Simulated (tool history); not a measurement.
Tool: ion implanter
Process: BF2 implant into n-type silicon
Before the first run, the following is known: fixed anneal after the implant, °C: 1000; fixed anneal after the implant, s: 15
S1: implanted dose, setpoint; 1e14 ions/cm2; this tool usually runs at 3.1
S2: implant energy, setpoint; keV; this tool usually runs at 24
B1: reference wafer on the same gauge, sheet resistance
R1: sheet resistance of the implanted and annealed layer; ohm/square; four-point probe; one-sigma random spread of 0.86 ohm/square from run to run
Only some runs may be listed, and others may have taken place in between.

run	day	S1	S2	B1	R1
1	0	3.1	21	342.97	369.36
2	2.333	3.1	26	342.86	364.15
3	5.312	2.86	18.5	343.01	402.23
4	8.142	2.86	18.5	343.36	401.19
5	12.233	3.1	24	342.56	368.6
6	15.1	3.1	18.5	343.37	377.14
7	16.821	3.1	24	342.94	367.19
8	19.312	3.1	24	343.03	368.9
9	22.017	3.1	24	342.92	369.62
10	23.754	3.1	24	342.92	369.48
11	28.254	3.8	29	343.16	305.93
12	30.988	3.72	15.5	343.28	340.68
13	34.421	2.52	27.5	343.09	435.28
# day 35.483: Faraday cup replaced and dose calibrated
# day 35.842: gauge calibrated
14	37.733	4	27.5	343.02	287.31
15	39.567	3.1	28	343.02	355.87
16	48.121	3.1	20	343.02	366.21
17	51.854	2.29	20.5	342.96	471.43
# day 54.233: extraction supply calibrated
18	55.792	3.1	24	342.9	362.19
19	59.721	3.1	24	342.91	362.46
20	63.517	2.72	21	343.26	408.93

Estimate the outcome of run 21 from the log above:
21	74.925	3.65	16	?	?

{"run 21": {"B1": 342.99, "R1": 338.99}}
Minus the tool's unlogged condition, the same run would have read R1 334.13 ohm/square.
